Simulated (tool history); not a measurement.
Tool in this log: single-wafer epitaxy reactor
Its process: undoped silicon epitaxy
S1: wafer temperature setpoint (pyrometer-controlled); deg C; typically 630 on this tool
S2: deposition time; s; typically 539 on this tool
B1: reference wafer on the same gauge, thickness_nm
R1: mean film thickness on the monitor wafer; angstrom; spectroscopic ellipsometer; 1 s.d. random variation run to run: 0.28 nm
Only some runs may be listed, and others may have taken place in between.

run,hour,S1,S2,B1,R1
1,0.0,630,539,62.876,610.89
2,34.1,630,539,63.010,611.84
3,58.0,630,539,62.984,610.25
4,71.9,630,539,63.020,615.84
5,90.3,630,463,62.894,524.08
6,118.2,641,539,62.980,763.89
7,137.8,619,539,62.892,490.44
8,152.2,620,625,62.890,583.83
9,164.8,620,625,62.959,589.59
10,184.9,630,539,62.751,617.98
11,217.1,630,539,63.000,613.37
12,251.1,630,616,62.962,703.96
13,285.3,616,482,63.005,421.60
14,299.6,644,539,63.056,822.38
15,328.7,630,613,62.952,717.58
# hour 348.2: gauge calibrated
16,410.8,630,477,62.818,558.39
# hour 436.0: pyrometer calibrated
17,444.0,630,539,63.029,562.46
18,463.4,630,539,62.800,563.81
19,475.7,630,539,62.925,570.42
20,502.4,620,452,62.813,391.74
21,538.2,615,506,62.871,394.58
22,569.0,618,597,62.892,494.56
23,584.6,630,539,63.097,571.27

Each row is a separate what-if for the run after 23, all from the same tool condition, not one after another. Results?
A,585.1,630,539,?,?
B,585.1,617,588,?,?
C,585.1,630,474,?,?

run,B1,R1
A,62.947,569.86
B,62.947,477.74
C,62.947,501.14
With the hidden condition removed and each run's random variation left untouched, the same runs would have given:
run,R1
A,560.79
B,469.94
C,493.16

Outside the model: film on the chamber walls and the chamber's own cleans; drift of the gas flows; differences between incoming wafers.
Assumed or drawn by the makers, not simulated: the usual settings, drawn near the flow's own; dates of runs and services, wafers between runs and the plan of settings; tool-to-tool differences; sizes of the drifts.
